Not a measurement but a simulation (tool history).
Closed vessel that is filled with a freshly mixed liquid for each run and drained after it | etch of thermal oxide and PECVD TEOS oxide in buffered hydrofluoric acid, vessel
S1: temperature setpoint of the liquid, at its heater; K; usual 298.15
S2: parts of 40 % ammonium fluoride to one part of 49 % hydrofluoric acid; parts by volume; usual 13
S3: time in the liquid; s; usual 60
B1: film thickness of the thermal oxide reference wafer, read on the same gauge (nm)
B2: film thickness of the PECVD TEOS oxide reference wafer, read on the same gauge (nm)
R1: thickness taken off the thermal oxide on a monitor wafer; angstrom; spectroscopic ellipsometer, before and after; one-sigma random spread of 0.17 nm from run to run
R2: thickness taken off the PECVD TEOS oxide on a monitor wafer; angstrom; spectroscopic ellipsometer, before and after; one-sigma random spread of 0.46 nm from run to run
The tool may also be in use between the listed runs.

run,day,S1,S2,S3,B1,B2,R1,R2
1,0,298.15,13,60,30.03,139.99,489.4,1118.9
2,0.579,298.15,16.5,40,30.06,140.02,258.2,588.2
# day 1.083: hydrofluoric acid flow meter replaced
3,1.104,298.15,13,60,30.04,139.99,487.1,1120.7
4,1.829,298.15,15,50,30.04,140,353.2,808.5
5,2.354,298.15,13,60,29.98,139.99,486.3,1108.8
# day 2.708: gauge calibrated
6,2.808,298.15,11.5,50,30.01,139.99,455.4,1043.7
7,3.171,296.65,16,60,29.97,140.01,365,831.9
8,3.579,296.15,9.5,85,30.05,139.99,819.3,1883.2
9,5.433,298.15,13,60,30.02,140.01,482.8,1116.6
10,5.746,298.15,16.5,40,30.03,139.97,255.4,585.5
11,6.871,300.15,10,60,30.04,139.99,695.3,1597.9
12,7.138,293.65,10.5,30,29.98,140,231.3,531.7
13,7.742,300.15,10,30,30,139.98,347,794.6
14,8.188,298.15,13,60,30,139.95,480.2,1107
# day 8.254: thermometer replaced
15,8.808,298.15,13,60,29.99,139.97,524.5,1208.5
16,9.088,295.65,13,60,30,139.97,457.8,1051.6
17,9.688,293.65,17.5,30,30.02,139.98,153.1,349.8
18,10.121,298.15,13,60,30.01,140.04,522.9,1204.7
19,10.521,294.65,10,40,29.98,140.03,372.7,851.7
20,11.112,301.65,11,85,30.02,139.99,1056.6,2404.4
21,11.75,298.15,13,95,30,139.99,824.8,1892.2
22,12.212,298.15,13,60,29.99,140.02,520.1,1192.4
23,12.842,298.15,13,35,29.95,139.99,302.9,694
24,13.442,293.15,9,45,29.99,140.01,408,938.2
25,13.967,301.65,9.5,30,30,140.01,420.5,961.3
26,14.562,298.15,11,45,29.99,139.99,461.2,1060.7

What was the tool's hidden state at every run in the log?
hydrofluoric acid flow above the setpoint (%): 0 at every run
gauge reads high (%): 0 at every run
H1: liquid colder than its thermometer reads (K)
run,H1
1,1.34
2,1.35
3,1.36
4,1.38
5,1.39
6,1.4
7,1.41
8,1.42
9,1.47
10,1.47
11,1.5
12,1.51
13,1.52
14,1.53
15,0.0329
16,0.0395
17,0.0537
18,0.0639
19,0.0733
20,0.0873
21,0.102
22,0.113
23,0.128
24,0.142
25,0.155
26,0.169
